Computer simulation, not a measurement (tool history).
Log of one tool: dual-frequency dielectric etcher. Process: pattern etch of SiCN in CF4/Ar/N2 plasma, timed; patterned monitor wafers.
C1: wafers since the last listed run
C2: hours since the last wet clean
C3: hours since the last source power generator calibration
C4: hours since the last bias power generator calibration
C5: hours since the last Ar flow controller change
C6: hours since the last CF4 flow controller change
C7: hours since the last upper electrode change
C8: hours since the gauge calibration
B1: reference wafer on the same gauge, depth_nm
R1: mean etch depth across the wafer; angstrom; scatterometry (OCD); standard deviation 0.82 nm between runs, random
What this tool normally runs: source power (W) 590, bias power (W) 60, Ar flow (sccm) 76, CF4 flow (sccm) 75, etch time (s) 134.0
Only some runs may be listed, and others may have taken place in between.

Run 1, hour 0.0: usual settings but source power (W) 500; C1 0; C2 416.6; C3 2009.5; C4 3196.5; C5 1175.5; C6 1638.9; C7 3938.1; C8 147.0; B1 155.0. Result: R1 1434 angstrom.
Run 2, hour 27.1: usual settings but source power (W) 500; C1 338; C2 443.7; C3 2036.6; C4 3223.6; C5 1202.6; C6 1666.0; C7 3965.2; C8 174.1; B1 154.8. Result: R1 1426 angstrom.
Run 3, hour 45.0: usual settings; C1 223; C2 461.6; C3 2054.5; C4 3241.5; C5 1220.5; C6 1683.9; C7 3983.1; C8 192.0; B1 155.0. Result: R1 1567 angstrom.
Run 4, hour 57.3: usual settings; C1 153; C2 473.9; C3 2066.8; C4 3253.8; C5 1232.8; C6 1696.2; C7 3995.4; C8 204.3; B1 154.7. Result: R1 1564 angstrom.
Run 5, hour 81.5: usual settings; C1 302; C2 498.1; C3 2091.0; C4 3278.0; C5 1257.0; C6 1720.4; C7 4019.6; C8 228.5; B1 155.1. Result: R1 1552 angstrom.
Run 6, hour 101.8: usual settings but bias power (W) 70; C1 253; C2 518.4; C3 2111.3; C4 3298.3; C5 1277.3; C6 1740.7; C7 4039.9; C8 248.8; B1 154.9. Result: R1 1650 angstrom.
At hour 127.2: upper electrode replaced.
Run 7, hour 127.7: usual settings but bias power (W) 70; C1 23; C2 544.3; C3 2137.2; C4 3324.2; C5 1303.2; C6 1766.6; C7 0.5; C8 274.7; B1 155.2. Result: R1 1664 angstrom.
Run 8, hour 158.1: usual settings but source power (W) 630; C1 379; C2 574.7; C3 2167.6; C4 3354.6; C5 1333.6; C6 1797.0; C7 30.9; C8 305.1; B1 155.2. Result: R1 1606 angstrom.
At hour 174.1: gauge calibrated.
Run 9, hour 193.4: usual settings but source power (W) 480, bias power (W) 48; C1 441; C2 610.0; C3 2202.9; C4 3389.9; C5 1368.9; C6 1832.3; C7 66.2; C8 19.3; B1 155.1. Result: R1 1307 angstrom.
At hour 211.3: source power generator calibrated.
Run 10, hour 220.3: usual settings; C1 286; C2 636.9; C3 9.0; C4 3416.8; C5 1395.8; C6 1859.2; C7 93.1; C8 46.2; B1 155.0. Result: R1 1554 angstrom.
Run 11, hour 235.9: usual settings but etch time (s) 165.0; C1 194; C2 652.5; C3 24.6; C4 3432.4; C5 1411.4; C6 1874.8; C7 108.7; C8 61.8; B1 155.1. Result: R1 1935 angstrom.
At hour 246.7: CF4 flow controller replaced.
Run 12, hour 248.7: usual settings but bias power (W) 49; C1 84; C2 665.3; C3 37.4; C4 3445.2; C5 1424.2; C6 2.0; C7 121.5; C8 74.6; B1 155.0. Result: R1 1446 angstrom.
At hour 287.2: bias power generator calibrated.
At hour 292.0: wet clean of the chamber.
At hour 293.6: Ar flow controller replaced.
Run 13, hour 299.4: usual settings but Ar flow (sccm) 94, etch time (s) 117.0; C1 503; C2 7.4; C3 88.1; C4 12.2; C5 5.8; C6 52.7; C7 172.2; C8 125.3; B1 155.3. Result: R1 1307 angstrom.
Run 14, hour 329.4: usual settings; C1 374; C2 37.4; C3 118.1; C4 42.2; C5 35.8; C6 82.7; C7 202.2; C8 155.3; B1 154.8. Result: R1 1580 angstrom.
Run 15, hour 351.4: usual settings; C1 274; C2 59.4; C3 140.1; C4 64.2; C5 57.8; C6 104.7; C7 224.2; C8 177.3; B1 155.0. Result: R1 1565 angstrom.
Run 16, hour 370.3: usual settings but source power (W) 450, bias power (W) 69, Ar flow (sccm) 92; C1 236; C2 78.3; C3 159.0; C4 83.1; C5 76.7; C6 123.6; C7 243.1; C8 196.2; B1 154.9. Result: R1 1392 angstrom.

Consider 3 possible next runs. They are alternatives, not a sequence: every one starts from the tool as it was left by run 16. What does each give?
Run A, hour 370.8: usual settings but CF4 flow (sccm) 59; C1 6; C2 78.8; C3 159.5; C4 83.6; C5 77.2; C6 124.1; C7 243.6; C8 196.7; B1 ?. Result: R1 ?.
Run B, hour 370.8: usual settings but source power (W) 530, bias power (W) 48; C1 6; C2 78.8; C3 159.5; C4 83.6; C5 77.2; C6 124.1; C7 243.6; C8 196.7; B1 ?. Result: R1 ?.
Run C, hour 370.8: usual settings but source power (W) 530, etch time (s) 155.5; C1 6; C2 78.8; C3 159.5; C4 83.6; C5 77.2; C6 124.1; C7 243.6; C8 196.7; B1 ?. Result: R1 ?.

run     B1    R1
  A  155.0  1509
  B  155.0  1375
  C  155.0  1722
What these runs would have given with no unlogged condition in the tool:
run    R1
  A  1509
  B  1375
  C  1722
